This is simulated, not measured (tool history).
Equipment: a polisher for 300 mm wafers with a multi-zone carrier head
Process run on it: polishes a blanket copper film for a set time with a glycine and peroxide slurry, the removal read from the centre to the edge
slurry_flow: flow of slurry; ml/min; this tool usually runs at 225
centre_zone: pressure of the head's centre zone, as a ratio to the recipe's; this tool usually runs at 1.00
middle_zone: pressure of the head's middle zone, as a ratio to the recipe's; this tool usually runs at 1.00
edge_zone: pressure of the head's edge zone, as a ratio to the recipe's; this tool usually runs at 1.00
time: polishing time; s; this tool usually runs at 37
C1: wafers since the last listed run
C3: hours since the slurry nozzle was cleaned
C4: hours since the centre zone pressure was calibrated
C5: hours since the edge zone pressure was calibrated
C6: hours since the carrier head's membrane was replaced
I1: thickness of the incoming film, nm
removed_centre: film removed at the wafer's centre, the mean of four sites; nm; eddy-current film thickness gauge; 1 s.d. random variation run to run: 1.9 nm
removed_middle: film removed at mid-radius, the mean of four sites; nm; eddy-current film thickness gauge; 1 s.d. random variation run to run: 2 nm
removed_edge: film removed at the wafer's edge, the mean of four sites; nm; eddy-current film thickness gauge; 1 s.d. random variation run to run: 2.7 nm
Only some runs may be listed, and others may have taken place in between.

run 1 hour=0.0 | slurry_flow=225 centre_zone=1.00 middle_zone=1.00 edge_zone=1.00 time=37 | C1=0 wafers_polished_on_this_pad=2882 C3=462.9 C4=751.1 C5=687.5 C6=1136.6 | I1=1201.9 | removed_centre=181.4 removed_middle=180.9 removed_edge=179.6
run 2 hour=97.0 | slurry_flow=225 centre_zone=1.00 middle_zone=1.00 edge_zone=1.00 time=33 | C1=1163 wafers_polished_on_this_pad=4045 C3=559.9 C4=848.1 C5=784.5 C6=1233.6 | I1=1202.1 | removed_centre=162.5 removed_middle=161.4 removed_edge=160.2
-- hour=192.9 edge zone pressure recalibrated
run 3 hour=199.5 | slurry_flow=225 centre_zone=1.00 middle_zone=1.00 edge_zone=1.00 time=33 | C1=1205 wafers_polished_on_this_pad=5251 C3=662.4 C4=950.6 C5=6.6 C6=1336.1 | I1=1187.8 | removed_centre=163.6 removed_middle=164.4 removed_edge=159.8
-- hour=231.9 slurry nozzle cleaned
-- hour=247.6 worn pad replaced by a new one
run 4 hour=287.2 | slurry_flow=225 centre_zone=1.00 middle_zone=1.00 edge_zone=1.00 time=37 | C1=992 wafers_polished_on_this_pad=475 C3=55.3 C4=1038.3 C5=94.3 C6=1423.8 | I1=1191.3 | removed_centre=179.9 removed_middle=182.9 removed_edge=185.0
-- hour=327.4 carrier head's membrane replaced by a new one
run 5 hour=349.6 | slurry_flow=225 centre_zone=1.00 middle_zone=1.00 edge_zone=1.00 time=37 | C1=688 wafers_polished_on_this_pad=1164 C3=117.7 C4=1100.7 C5=156.7 C6=22.2 | I1=1196.3 | removed_centre=182.0 removed_middle=182.9 removed_edge=179.2
run 6 hour=408.9 | slurry_flow=225 centre_zone=1.00 middle_zone=1.00 edge_zone=1.00 time=37 | C1=711 wafers_polished_on_this_pad=1875 C3=177.0 C4=1160.0 C5=216.0 C6=81.5 | I1=1199.4 | removed_centre=178.9 removed_middle=183.3 removed_edge=182.6
run 7 hour=458.3 | slurry_flow=225 centre_zone=1.00 middle_zone=0.95 edge_zone=0.96 time=37 | C1=592 wafers_polished_on_this_pad=2467 C3=226.4 C4=1209.4 C5=265.4 C6=130.9 | I1=1173.6 | removed_centre=181.9 removed_middle=176.0 removed_edge=177.2
run 8 hour=504.7 | slurry_flow=225 centre_zone=1.00 middle_zone=1.00 edge_zone=1.00 time=37 | C1=556 wafers_polished_on_this_pad=3024 C3=272.8 C4=1255.8 C5=311.8 C6=177.3 | I1=1186.0 | removed_centre=181.1 removed_middle=183.3 removed_edge=183.4
run 9 hour=594.3 | slurry_flow=225 centre_zone=1.00 middle_zone=1.11 edge_zone=0.92 time=37 | C1=1074 wafers_polished_on_this_pad=4099 C3=362.4 C4=1345.4 C5=401.4 C6=266.9 | I1=1206.7 | removed_centre=179.7 removed_middle=194.2 removed_edge=170.2
run 10 hour=631.2 | slurry_flow=155 centre_zone=1.00 middle_zone=1.00 edge_zone=1.07 time=32 | C1=442 wafers_polished_on_this_pad=4541 C3=399.3 C4=1382.3 C5=438.3 C6=303.8 | I1=1200.0 | removed_centre=144.9 removed_middle=150.7 removed_edge=154.0
run 11 hour=681.0 | slurry_flow=165 centre_zone=1.00 middle_zone=1.00 edge_zone=1.00 time=44 | C1=597 wafers_polished_on_this_pad=5139 C3=449.1 C4=1432.1 C5=488.1 C6=353.6 | I1=1194.0 | removed_centre=204.6 removed_middle=204.4 removed_edge=209.7
-- hour=715.2 centre zone pressure recalibrated
run 12 hour=718.8 | slurry_flow=225 centre_zone=1.00 middle_zone=1.00 edge_zone=1.00 time=37 | C1=429 wafers_polished_on_this_pad=5568 C3=486.9 C4=3.6 C5=525.9 C6=391.4 | I1=1184.1 | removed_centre=183.2 removed_middle=182.9 removed_edge=182.1
-- hour=729.7 worn pad replaced by a new one
run 13 hour=787.7 | slurry_flow=225 centre_zone=1.00 middle_zone=1.00 edge_zone=0.93 time=37 | C1=778 wafers_polished_on_this_pad=696 C3=555.8 C4=72.5 C5=594.8 C6=460.3 | I1=1167.5 | removed_centre=179.7 removed_middle=182.8 removed_edge=175.1
run 14 hour=824.2 | slurry_flow=155 centre_zone=1.00 middle_zone=1.00 edge_zone=1.07 time=32 | C1=437 wafers_polished_on_this_pad=1133 C3=592.3 C4=109.0 C5=631.3 C6=496.8 | I1=1178.9 | removed_centre=146.7 removed_middle=148.5 removed_edge=153.6
run 15 hour=912.7 | slurry_flow=255 centre_zone=1.07 middle_zone=1.00 edge_zone=1.00 time=37 | C1=1061 wafers_polished_on_this_pad=2195 C3=680.8 C4=197.5 C5=719.8 C6=585.3 | I1=1194.5 | removed_centre=197.5 removed_middle=186.6 removed_edge=187.4
-- hour=923.7 slurry nozzle cleaned
-- hour=1005.7 edge zone pressure recalibrated
run 16 hour=1180.6 | slurry_flow=225 centre_zone=1.00 middle_zone=0.89 edge_zone=1.00 time=46 | C1=3177 wafers_polished_on_this_pad=5373 C3=256.9 C4=465.4 C5=174.9 C6=853.2 | I1=1182.8 | removed_centre=222.6 removed_middle=211.3 removed_edge=229.0
run 17 hour=1269.6 | slurry_flow=225 centre_zone=0.94 middle_zone=1.00 edge_zone=1.00 time=26 | C1=1067 wafers_polished_on_this_pad=6440 C3=345.9 C4=554.4 C5=263.9 C6=942.2 | I1=1187.5 | removed_centre=119.7 removed_middle=128.9 removed_edge=130.5
-- hour=1316.5 worn pad replaced by a new one
run 18 hour=1335.3 | slurry_flow=225 centre_zone=1.11 middle_zone=1.00 edge_zone=1.11 time=37 | C1=740 wafers_polished_on_this_pad=225 C3=411.6 C4=620.1 C5=329.6 C6=1007.9 | I1=1170.3 | removed_centre=201.5 removed_middle=185.8 removed_edge=192.9
run 19 hour=1381.5 | slurry_flow=225 centre_zone=1.00 middle_zone=1.00 edge_zone=1.00 time=37 | C1=554 wafers_polished_on_this_pad=779 C3=457.8 C4=666.3 C5=375.8 C6=1054.1 | I1=1197.1 | removed_centre=179.3 removed_middle=182.3 removed_edge=186.8
run 20 hour=1481.5 | slurry_flow=225 centre_zone=1.00 middle_zone=1.00 edge_zone=1.00 time=44 | C1=1199 wafers_polished_on_this_pad=1979 C3=557.8 C4=766.3 C5=475.8 C6=1154.1 | I1=1192.2 | removed_centre=213.9 removed_middle=215.8 removed_edge=218.1
run 21 hour=1542.6 | slurry_flow=225 centre_zone=1.00 middle_zone=1.00 edge_zone=1.00 time=37 | C1=732 wafers_polished_on_this_pad=2712 C3=618.9 C4=827.4 C5=536.9 C6=1215.2 | I1=1177.6 | removed_centre=180.9 removed_middle=182.7 removed_edge=182.3
-- hour=1602.6 slurry nozzle cleaned
run 22 hour=1603.1 | slurry_flow=225 centre_zone=0.91 middle_zone=1.00 edge_zone=1.00 time=30 | C1=713 wafers_polished_on_this_pad=3426 C3=0.5 C4=887.9 C5=597.4 C6=1275.7 | I1=1187.6 | removed_centre=134.7 removed_middle=147.9 removed_edge=146.4
run 23 hour=1658.2 | slurry_flow=225 centre_zone=1.00 middle_zone=1.00 edge_zone=1.00 time=37 | C1=660 wafers_polished_on_this_pad=4086 C3=55.6 C4=943.0 C5=652.5 C6=1330.8 | I1=1183.6 | removed_centre=182.6 removed_middle=184.2 removed_edge=182.8

Predict each of these 3 candidate next runs independently; none follows another, all start after run 23:
run A hour=1658.6 | slurry_flow=225 centre_zone=1.00 middle_zone=1.11 edge_zone=1.00 time=37 | C1=4 wafers_polished_on_this_pad=4091 C3=56.0 C4=943.4 C5=652.9 C6=1331.2 | I1=1191.7 | removed_centre=? removed_middle=? removed_edge=?
run B hour=1658.6 | slurry_flow=185 centre_zone=1.00 middle_zone=1.00 edge_zone=1.06 time=37 | C1=4 wafers_polished_on_this_pad=4091 C3=56.0 C4=943.4 C5=652.9 C6=1331.2 | I1=1191.7 | removed_centre=? removed_middle=? removed_edge=?
run C hour=1658.6 | slurry_flow=250 centre_zone=1.00 middle_zone=1.00 edge_zone=0.89 time=37 | C1=4 wafers_polished_on_this_pad=4091 C3=56.0 C4=943.4 C5=652.9 C6=1331.2 | I1=1191.7 | removed_centre=? removed_middle=? removed_edge=?

run=A removed_centre=179.9 removed_middle=192.6 removed_edge=181.1
run=B removed_centre=173.8 removed_middle=174.3 removed_edge=182.4
run=C removed_centre=182.6 removed_middle=182.3 removed_edge=173.5
Had the tool no hidden state, the same runs would have come out as:
run=A removed_centre=179.9 removed_middle=192.6 removed_edge=181.1
run=B removed_centre=173.8 removed_middle=174.3 removed_edge=182.4
run=C removed_centre=182.6 removed_middle=182.3 removed_edge=173.5
